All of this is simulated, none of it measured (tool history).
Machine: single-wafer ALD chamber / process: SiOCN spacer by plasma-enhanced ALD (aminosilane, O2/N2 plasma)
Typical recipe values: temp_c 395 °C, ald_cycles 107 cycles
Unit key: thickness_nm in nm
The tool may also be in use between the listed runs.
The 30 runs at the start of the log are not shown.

run,hour,temp_c,ald_cycles,"read-back reference wafer on the same gauge, thickness_nm",thickness_nm
31,2550.8,383,117,8.188,7.807
32,2657,395,91,8.193,6.093
33,2711.7,382,114,8.189,7.558
34,2809.7,406,127,8.195,8.331
35,2916.7,401,102,8.199,6.807
36,2975.7,395,107,8.198,7.082
37,3060.9,395,98,8.196,6.512
# hour 3162.6: thermocouple changed; heater temperature recalibrated
38,3163.1,386,107,8.204,7.12
39,3230,395,107,8.204,7.16

Branching from run 39: 5 alternative next runs. What would each branch give?
A,3230.6,395,107,?,?
B,3230.6,401,120,?,?
C,3230.6,390,113,?,?
D,3230.6,402,119,?,?
E,3230.6,401,90,?,?

run,"read-back reference wafer on the same gauge, thickness_nm",thickness_nm
A,8.203,7.137
B,8.203,7.986
C,8.203,7.537
D,8.203,7.896
E,8.203,5.989
Take away the tool's hidden state, keep each run's random variation, and the runs would have read:
run,thickness_nm
A,7.02
B,7.855
C,7.414
D,7.767
E,5.891

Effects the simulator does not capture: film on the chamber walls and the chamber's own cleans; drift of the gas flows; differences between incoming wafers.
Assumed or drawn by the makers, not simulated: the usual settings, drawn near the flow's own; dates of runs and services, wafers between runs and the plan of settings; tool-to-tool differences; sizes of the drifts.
